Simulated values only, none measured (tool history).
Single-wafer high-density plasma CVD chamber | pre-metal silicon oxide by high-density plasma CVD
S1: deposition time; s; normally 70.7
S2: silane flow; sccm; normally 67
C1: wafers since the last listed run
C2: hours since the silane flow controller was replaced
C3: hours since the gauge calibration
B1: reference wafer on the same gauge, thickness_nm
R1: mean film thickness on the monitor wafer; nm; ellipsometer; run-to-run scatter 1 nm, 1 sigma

| run | hour | S1 | S2 | C1 | C2 | C3 | B1 | R1 |
|---|---|---|---|---|---|---|---|---|
| 1 | 0.0 | 70.7 | 67 | 0 | 2964.5 | 718.1 | 553.142 | 498.530 |
| 2 | 39.6 | 70.7 | 67 | 495 | 3004.1 | 757.7 | 553.299 | 498.756 |
| 3 | 97.8 | 70.7 | 67 | 728 | 3062.3 | 815.9 | 553.072 | 500.319 |
| 4 | 155.5 | 70.7 | 57 | 722 | 3120.0 | 873.6 | 552.921 | 431.268 |
| 5 | 191.7 | 70.7 | 57 | 453 | 3156.2 | 909.8 | 552.535 | 430.545 |
| 6 | 236.0 | 70.7 | 57 | 554 | 3200.5 | 954.1 | 552.987 | 431.482 |
| 7 | 280.2 | 64.3 | 76 | 553 | 3244.7 | 998.3 | 553.019 | 513.063 |
| 8 | 321.6 | 64.3 | 76 | 518 | 3286.1 | 1039.7 | 552.910 | 512.726 |
| 9 | 362.5 | 64.3 | 76 | 512 | 3327.0 | 1080.6 | 552.516 | 512.866 |
| 10 | 396.1 | 70.7 | 67 | 420 | 3360.6 | 1114.2 | 553.076 | 504.164 |
| 11 | 421.2 | 70.7 | 67 | 314 | 3385.7 | 1139.3 | 553.295 | 502.632 |
| 12 | 478.8 | 70.7 | 67 | 721 | 3443.3 | 1196.9 | 552.866 | 503.616 |
|  | 527.3 | gauge calibrated |
| 13 | 543.2 | 70.7 | 67 | 806 | 3507.7 | 15.9 | 552.719 | 504.805 |
| 14 | 613.7 | 70.7 | 67 | 883 | 3578.2 | 86.4 | 552.757 | 501.794 |
|  | 638.3 | silane flow controller replaced |
| 15 | 666.7 | 70.7 | 67 | 563 | 28.4 | 139.4 | 553.354 | 491.625 |
| 16 | 696.6 | 79.9 | 79 | 374 | 58.3 | 169.3 | 552.817 | 646.058 |
| 17 | 738.5 | 70.7 | 67 | 524 | 100.2 | 211.2 | 552.830 | 493.005 |
| 18 | 789.4 | 74.8 | 55 | 637 | 151.1 | 262.1 | 553.255 | 432.633 |

Expected results for the next run?
| 19 | 851.3 | 64.3 | 76 | 775 | 213.0 | 324.0 | ? | ? |

B1: 553.191
R1: 501.875 nm
The same run, on a tool lacking any hidden state, would have yielded R1 500.807 nm.
